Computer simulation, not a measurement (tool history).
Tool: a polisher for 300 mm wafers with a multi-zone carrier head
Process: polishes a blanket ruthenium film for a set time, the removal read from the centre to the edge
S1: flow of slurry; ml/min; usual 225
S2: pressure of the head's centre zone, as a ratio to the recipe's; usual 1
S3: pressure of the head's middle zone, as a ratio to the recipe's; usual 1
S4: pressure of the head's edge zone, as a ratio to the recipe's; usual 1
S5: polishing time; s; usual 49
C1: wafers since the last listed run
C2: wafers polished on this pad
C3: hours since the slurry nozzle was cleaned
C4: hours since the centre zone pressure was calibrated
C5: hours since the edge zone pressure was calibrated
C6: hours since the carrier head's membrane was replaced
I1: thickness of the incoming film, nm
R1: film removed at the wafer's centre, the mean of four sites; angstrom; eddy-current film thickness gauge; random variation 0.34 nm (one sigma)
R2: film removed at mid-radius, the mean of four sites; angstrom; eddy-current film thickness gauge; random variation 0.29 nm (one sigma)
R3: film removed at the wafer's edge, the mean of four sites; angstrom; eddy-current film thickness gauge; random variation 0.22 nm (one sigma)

Run 1, hour 0: usual settings but S3 0.93; C1 0; C2 2775; C3 216; C4 187.8; C5 670.3; C6 1349.8; I1 491.7. Result: R1 271 angstrom, R2 248 angstrom, R3 260 angstrom.
At hour 13.4: worn pad replaced by a new one.
At hour 116.4: slurry nozzle cleaned.
Run 2, hour 160.3: usual settings but S3 0.93; C1 1350; C2 1268; C3 43.9; C4 348.1; C5 830.6; C6 1510.1; I1 485.3. Result: R1 279 angstrom, R2 269 angstrom, R3 281 angstrom.
At hour 196.5: centre zone pressure recalibrated.
Run 3, hour 211.2: usual settings; C1 425; C2 1694; C3 94.8; C4 14.7; C5 881.5; C6 1561; I1 487.5. Result: R1 282 angstrom, R2 274 angstrom, R3 274 angstrom.
Run 4, hour 262.5: usual settings; C1 446; C2 2140; C3 146.1; C4 66; C5 932.8; C6 1612.3; I1 501.3. Result: R1 271 angstrom, R2 269 angstrom, R3 268 angstrom.
Run 5, hour 324.8: usual settings but S5 37 s; C1 541; C2 2681; C3 208.4; C4 128.3; C5 995.1; C6 1674.6; I1 492.1. Result: R1 207 angstrom, R2 200 angstrom, R3 199 angstrom.
At hour 374.5: worn pad replaced by a new one.
Run 6, hour 420.7: usual settings but S5 45 s; C1 799; C2 402; C3 304.3; C4 224.2; C5 1091; C6 1770.5; I1 491.4. Result: R1 261 angstrom, R2 261 angstrom, R3 259 angstrom.
At hour 458.6: slurry nozzle cleaned.
Run 7, hour 527.7: usual settings but S5 45 s; C1 921; C2 1323; C3 69.1; C4 331.2; C5 1198; C6 1877.5; I1 486.8. Result: R1 260 angstrom, R2 259 angstrom, R3 257 angstrom.
At hour 557.9: carrier head's membrane replaced by a new one.
Run 8, hour 605.9: usual settings but S1 255 ml/min, S4 0.91; C1 636; C2 1960; C3 147.3; C4 409.4; C5 1276.2; C6 48; I1 490. Result: R1 282 angstrom, R2 272 angstrom, R3 267 angstrom.
At hour 628.9: centre zone pressure recalibrated.
At hour 675.1: worn pad replaced by a new one.
Run 9, hour 693.2: usual settings but S3 0.92; C1 706; C2 157; C3 234.6; C4 64.3; C5 1363.5; C6 135.3; I1 490.3. Result: R1 286 angstrom, R2 264 angstrom, R3 279 angstrom.
Run 10, hour 772.5: usual settings; C1 689; C2 847; C3 313.9; C4 143.6; C5 1442.8; C6 214.6; I1 498. Result: R1 285 angstrom, R2 274 angstrom, R3 277 angstrom.
Run 11, hour 814.2: usual settings; C1 362; C2 1209; C3 355.6; C4 185.3; C5 1484.5; C6 256.3; I1 485.6. Result: R1 283 angstrom, R2 285 angstrom, R3 272 angstrom.
At hour 840.8: slurry nozzle cleaned.
At hour 847.2: edge zone pressure recalibrated.
Run 12, hour 932.3: usual settings but S5 64 s; C1 1000; C2 2210; C3 91.5; C4 303.4; C5 85.1; C6 374.4; I1 495.6. Result: R1 359 angstrom, R2 351 angstrom, R3 347 angstrom.
Run 13, hour 972.9: usual settings but S5 63 s; C1 353; C2 2563; C3 132.1; C4 344; C5 125.7; C6 415; I1 488. Result: R1 343 angstrom, R2 338 angstrom, R3 339 angstrom.
At hour 997.3: centre zone pressure recalibrated.
At hour 1028.6: worn pad replaced by a new one.
Run 14, hour 1046.4: usual settings; C1 586; C2 154; C3 205.6; C4 49.1; C5 199.2; C6 488.5; I1 492.5. Result: R1 293 angstrom, R2 283 angstrom, R3 282 angstrom.
Run 15, hour 1150.4: usual settings but S1 160 ml/min, S2 0.95, S3 0.89; C1 904; C2 1058; C3 309.6; C4 153.1; C5 303.2; C6 592.5; I1 483.4. Result: R1 264 angstrom, R2 248 angstrom, R3 274 angstrom.
Run 16, hour 1221.7: usual settings but S4 0.89, S5 36 s; C1 619; C2 1678; C3 380.9; C4 224.4; C5 374.5; C6 663.8; I1 492. Result: R1 210 angstrom, R2 208 angstrom, R3 197 angstrom.
At hour 1223.1: slurry nozzle cleaned.
Run 17, hour 1287.7: usual settings but S4 0.92; C1 565; C2 2243; C3 64.6; C4 290.4; C5 440.5; C6 729.8; I1 497.3. Result: R1 273 angstrom, R2 269 angstrom, R3 263 angstrom.
At hour 1344.1: worn pad replaced by a new one.
Run 18, hour 1363.2: usual settings but S3 0.97, S5 56 s; C1 621; C2 166; C3 140.1; C4 365.9; C5 516; C6 805.3; I1 486.6. Result: R1 330 angstrom, R2 316 angstrom, R3 319 angstrom.
At hour 1384.5: centre zone pressure recalibrated.
At hour 1600.6: slurry nozzle cleaned.
Run 19, hour 1615.5: usual settings but S2 0.89, S3 1.11, S5 56 s; C1 2167; C2 2333; C3 14.9; C4 231; C5 768.3; C6 1057.6; I1 481.1. Result: R1 281 angstrom, R2 342 angstrom, R3 304 angstrom.
At hour 1657: worn pad replaced by a new one.
Run 20, hour 1674: usual settings; C1 473; C2 147; C3 73.4; C4 289.5; C5 826.8; C6 1116.1; I1 486.4. Result: R1 290 angstrom, R2 285 angstrom, R3 279 angstrom.
At hour 1743: centre zone pressure recalibrated.
Run 21, hour 1744.1: usual settings but S2 0.94; C1 592; C2 739; C3 143.5; C4 1.1; C5 896.9; C6 1186.2; I1 491.1. Result: R1 269 angstrom, R2 280 angstrom, R3 278 angstrom.

Forecast each of these 4 alternatives for the next run:
Run A, hour 1744.5: usual settings but S1 190 ml/min; C1 3; C2 743; C3 143.9; C4 1.5; C5 897.3; C6 1186.6; I1 490.6. Result: R1 ?, R2 ?, R3 ?.
Run B, hour 1744.5: usual settings but S1 250 ml/min, S2 1.09; C1 3; C2 743; C3 143.9; C4 1.5; C5 897.3; C6 1186.6; I1 490.6. Result: R1 ?, R2 ?, R3 ?.
Run C, hour 1744.5: usual settings but S1 145 ml/min, S3 1.04, S5 56 s; C1 3; C2 743; C3 143.9; C4 1.5; C5 897.3; C6 1186.6; I1 490.6. Result: R1 ?, R2 ?, R3 ?.
Run D, hour 1744.5: usual settings but S2 1.07, S3 0.95; C1 3; C2 743; C3 143.9; C4 1.5; C5 897.3; C6 1186.6; I1 490.6. Result: R1 ?, R2 ?, R3 ?.

run   R1   R2   R3
  A  282  281  280
  B  317  288  285
  C  313  323  313
  D  308  273  283
Without the tool's hidden state the same runs would have given:
run   R1   R2   R3
  A  287  285  284
  B  321  292  289
  C  318  328  318
  D  312  277  287
